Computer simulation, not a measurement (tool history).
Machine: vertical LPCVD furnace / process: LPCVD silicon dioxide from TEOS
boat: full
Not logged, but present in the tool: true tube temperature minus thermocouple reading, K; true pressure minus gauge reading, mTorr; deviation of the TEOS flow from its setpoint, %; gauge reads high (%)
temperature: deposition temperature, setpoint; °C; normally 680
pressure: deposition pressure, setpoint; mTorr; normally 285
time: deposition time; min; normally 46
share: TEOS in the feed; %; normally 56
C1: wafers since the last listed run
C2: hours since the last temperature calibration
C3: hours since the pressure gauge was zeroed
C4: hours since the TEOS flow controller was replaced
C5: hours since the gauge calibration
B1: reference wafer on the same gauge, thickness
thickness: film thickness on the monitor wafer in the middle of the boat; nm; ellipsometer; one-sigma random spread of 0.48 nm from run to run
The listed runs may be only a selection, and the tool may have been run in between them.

run 1 hour=0 | temperature=683 pressure=285 time=46 share=56 | C1=0 C2=2245 C3=1752.6 C4=5931.8 C5=2387.1 | B1=222.27 | thickness=213.67
run 2 hour=79.7 | temperature=680 pressure=285 time=46 share=56 | C1=957 C2=2324.7 C3=1832.3 C4=6011.5 C5=2466.8 | B1=221.73 | thickness=200.52
run 3 hour=181.2 | temperature=680 pressure=285 time=46 share=56 | C1=1219 C2=2426.2 C3=1933.8 C4=6113 C5=2568.3 | B1=222.04 | thickness=199.01
run 4 hour=249.5 | temperature=680 pressure=285 time=46 share=56 | C1=820 C2=2494.5 C3=2002.1 C4=6181.3 C5=2636.6 | B1=221.9 | thickness=198.96
run 5 hour=295 | temperature=680 pressure=285 time=46 share=56 | C1=546 C2=2540 C3=2047.6 C4=6226.8 C5=2682.1 | B1=221.98 | thickness=199.18
run 6 hour=364.2 | temperature=680 pressure=285 time=46 share=56 | C1=831 C2=2609.2 C3=2116.8 C4=6296 C5=2751.3 | B1=221.98 | thickness=199.76
run 7 hour=430.4 | temperature=680 pressure=285 time=46 share=56 | C1=795 C2=2675.4 C3=2183 C4=6362.2 C5=2817.5 | B1=221.93 | thickness=199.83
run 8 hour=504.6 | temperature=680 pressure=285 time=46 share=56 | C1=891 C2=2749.6 C3=2257.2 C4=6436.4 C5=2891.7 | B1=222.39 | thickness=200.34
-- hour=586.2 thermocouples replaced and temperature profile calibrated
run 9 hour=586.7 | temperature=680 pressure=240 time=46 share=56 | C1=697 C2=0.5 C3=2339.3 C4=6518.5 C5=2973.8 | B1=222.14 | thickness=178.85
run 10 hour=634.1 | temperature=680 pressure=285 time=46 share=56 | C1=569 C2=47.9 C3=2386.7 C4=6565.9 C5=3021.2 | B1=221.97 | thickness=194.4
run 11 hour=704.7 | temperature=680 pressure=285 time=46 share=61 | C1=848 C2=118.5 C3=2457.3 C4=6636.5 C5=3091.8 | B1=221.71 | thickness=203.9
-- hour=817 gauge calibrated
-- hour=827.7 TEOS flow controller replaced
run 12 hour=993.4 | temperature=680 pressure=285 time=46 share=61 | C1=3180 C2=407.2 C3=2746 C4=165.7 C5=176.4 | B1=221.96 | thickness=204.59
run 13 hour=1057.7 | temperature=688 pressure=235 time=46 share=56 | C1=772 C2=471.5 C3=2810.3 C4=230 C5=240.7 | B1=222.01 | thickness=215.84
run 14 hour=1127.1 | temperature=677 pressure=285 time=40.5 share=56 | C1=833 C2=540.9 C3=2879.7 C4=299.4 C5=310.1 | B1=221.86 | thickness=160.42
run 15 hour=1196.7 | temperature=680 pressure=285 time=46 share=56 | C1=836 C2=610.5 C3=2949.3 C4=369 C5=379.7 | B1=221.94 | thickness=195.84
run 16 hour=1269.1 | temperature=680 pressure=285 time=57 share=56 | C1=869 C2=682.9 C3=3021.7 C4=441.4 C5=452.1 | B1=222.08 | thickness=242.63
run 17 hour=1328.8 | temperature=680 pressure=285 time=46 share=56 | C1=717 C2=742.6 C3=3081.4 C4=501.1 C5=511.8 | B1=221.88 | thickness=196.51
run 18 hour=1398.6 | temperature=680 pressure=285 time=46 share=56 | C1=838 C2=812.4 C3=3151.2 C4=570.9 C5=581.6 | B1=222.37 | thickness=196.09
-- hour=1465 pressure gauge zeroed
run 19 hour=1473.6 | temperature=689 pressure=285 time=39.5 share=47 | C1=612 C2=887.4 C3=8.6 C4=645.9 C5=656.6 | B1=221.98 | thickness=192.18
run 20 hour=1561.4 | temperature=675 pressure=285 time=34 share=56 | C1=1054 C2=975.2 C3=96.4 C4=733.7 C5=744.4 | B1=222.03 | thickness=129.06
run 21 hour=1661.2 | temperature=680 pressure=285 time=54 share=45 | C1=1198 C2=1075 C3=196.2 C4=833.5 C5=844.2 | B1=221.81 | thickness=206.86
run 22 hour=1763.4 | temperature=680 pressure=240 time=55.5 share=56 | C1=1227 C2=1177.2 C3=298.4 C4=935.7 C5=946.4 | B1=221.94 | thickness=218.1
run 23 hour=1865.6 | temperature=680 pressure=255 time=46 share=46 | C1=1227 C2=1279.4 C3=400.6 C4=1037.9 C5=1048.6 | B1=221.97 | thickness=168.82
run 24 hour=1956 | temperature=680 pressure=285 time=46 share=56 | C1=1086 C2=1369.8 C3=491 C4=1128.3 C5=1139 | B1=222.27 | thickness=197.09
run 25 hour=2111.7 | temperature=685 pressure=285 time=58.5 share=50 | C1=1870 C2=1525.5 C3=646.7 C4=1284 C5=1294.7 | B1=221.92 | thickness=269.09
run 26 hour=2200.1 | temperature=680 pressure=285 time=46 share=56 | C1=1062 C2=1613.9 C3=735.1 C4=1372.4 C5=1383.1 | B1=222.07 | thickness=198.18
run 27 hour=2245.5 | temperature=680 pressure=285 time=46 share=56 | C1=545 C2=1659.3 C3=780.5 C4=1417.8 C5=1428.5 | B1=221.88 | thickness=198.47
run 28 hour=2329.5 | temperature=684 pressure=235 time=34.5 share=52 | C1=1009 C2=1743.3 C3=864.5 C4=1501.8 C5=1512.5 | B1=222.02 | thickness=142.27
run 29 hour=2407.2 | temperature=680 pressure=285 time=46 share=56 | C1=933 C2=1821 C3=942.2 C4=1579.5 C5=1590.2 | B1=221.79 | thickness=197.99
run 30 hour=2467.4 | temperature=673 pressure=260 time=51.5 share=47 | C1=723 C2=1881.2 C3=1002.4 C4=1639.7 C5=1650.4 | B1=222.11 | thickness=163.65
run 31 hour=2525.9 | temperature=680 pressure=285 time=57 share=56 | C1=702 C2=1939.7 C3=1060.9 C4=1698.2 C5=1708.9 | B1=221.97 | thickness=244.86
run 32 hour=2598.1 | temperature=685 pressure=285 time=46 share=56 | C1=867 C2=2011.9 C3=1133.1 C4=1770.4 C5=1781.1 | B1=222.27 | thickness=223.95

What if the next run were any one of these 3? Each begins from the tool's condition after run 32:
run A hour=2603.1 | temperature=687 pressure=285 time=46 share=56 | C1=60 C2=2016.9 C3=1138.1 C4=1775.4 C5=1786.1 | B1=? | thickness=?
run B hour=2603.1 | temperature=680 pressure=265 time=46 share=56 | C1=60 C2=2016.9 C3=1138.1 C4=1775.4 C5=1786.1 | B1=? | thickness=?
run C hour=2603.1 | temperature=671 pressure=325 time=33 share=63 | C1=60 C2=2016.9 C3=1138.1 C4=1775.4 C5=1786.1 | B1=? | thickness=?

run=A B1=221.86 thickness=234.62
run=B B1=221.86 thickness=191.2
run=C B1=221.86 thickness=129.3
The same runs, with their run-to-run variation unchanged, on a tool lacking any hidden condition would have given:
run=A thickness=230.26
run=B thickness=187.6
run=C thickness=126.81
